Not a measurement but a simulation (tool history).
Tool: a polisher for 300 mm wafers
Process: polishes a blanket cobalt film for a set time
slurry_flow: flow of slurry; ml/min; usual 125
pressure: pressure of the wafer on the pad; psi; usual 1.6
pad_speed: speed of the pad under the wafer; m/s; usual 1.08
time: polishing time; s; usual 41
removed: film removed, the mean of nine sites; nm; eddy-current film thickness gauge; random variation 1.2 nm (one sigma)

run,day,slurry_flow,pressure,pad_speed,time,wafers since the last listed run,wafers polished on this pad,hours since the slurry nozzle was cleaned,hours since the head pressure was calibrated,"incoming thickness of the incoming film, nm",removed
1,0.000,125,1.6,1.08,41,0,508,214.0,1107.6,797.4,125.9
2,0.625,125,1.6,1.08,41,175,683,229.0,1122.6,798.2,123.6
# day 1.492: worn pad replaced by a new one
3,1.625,125,1.6,1.08,41,234,36,253.0,1146.6,805.9,123.3
4,2.725,125,1.6,1.08,41,308,345,279.4,1173.0,816.4,122.0
5,3.696,125,1.6,1.08,41,272,618,302.7,1196.3,802.4,119.5
6,4.825,125,1.6,1.08,41,317,935,329.8,1223.4,803.4,120.4
# day 5.317: worn pad replaced by a new one
# day 5.642: head pressure recalibrated
7,6.054,125,1.6,1.08,41,274,183,359.3,9.9,808.2,133.6
# day 6.462: slurry nozzle cleaned
8,6.783,125,1.6,1.08,41,193,376,7.7,27.4,810.4,141.2
9,7.583,125,1.6,1.08,41,224,601,26.9,46.6,795.8,141.2
# day 9.000: worn pad replaced by a new one
10,11.771,125,2.0,1.08,41,1129,778,127.4,147.1,810.3,169.8
# day 12.025: worn pad replaced by a new one
11,13.262,125,1.6,0.92,49,372,347,163.2,182.9,790.5,141.2
12,15.183,165,1.6,1.18,48,539,886,209.3,229.0,801.4,175.8
# day 15.700: worn pad replaced by a new one
13,16.104,165,2.1,0.82,50,211,113,231.4,251.1,813.0,177.7
14,16.946,90,1.6,1.08,41,236,350,251.6,271.3,810.4,124.5

How the hidden state differs across the entries between the runs, from the last listed run before each to the first after it:
Between runs 2 and 3: worn pad replaced by a new one (day 1.492)
  slurry flow missing at the pad, %: 35.5 -> 36.7; deviation of the head's pressure from its setpoint, %: -8.56 -> -8.95
  measured less the result without the state, removed: -19.3 -> -20.2 nm
Between runs 6 and 7: worn pad replaced by a new one (day 5.317); head pressure recalibrated (day 5.642)
  slurry flow missing at the pad, %: 39.5 -> 40.2; deviation of the head's pressure from its setpoint, %: -10.3 -> -0.383
  measured less the result without the state, removed: -22.7 -> -10.3 nm
Between runs 7 and 8: slurry nozzle cleaned (day 6.462)
  slurry flow missing at the pad, %: 40.2 -> 3.98; deviation of the head's pressure from its setpoint, %: -0.383 -> -0.388
  measured less the result without the state, removed: -10.3 -> -1.2 nm
Between runs 9 and 10: worn pad replaced by a new one (day 9.000)
  slurry flow missing at the pad, %: 9.34 -> 27.6; deviation of the head's pressure from its setpoint, %: -0.398 -> -0.541
  measured less the result without the state, removed: -2.4 -> -8.5 nm
Between runs 10 and 11: worn pad replaced by a new one (day 12.025)
  slurry flow missing at the pad, %: 27.6 -> 31.4; deviation of the head's pressure from its setpoint, %: -0.541 -> -0.627
  measured less the result without the state, removed: -8.5 -> -8.3 nm
Between runs 12 and 13: worn pad replaced by a new one (day 15.700)
  slurry flow missing at the pad, %: 35 -> 36.4; deviation of the head's pressure from its setpoint, %: -0.766 -> -0.844
  measured less the result without the state, removed: -10.3 -> -11.1 nm
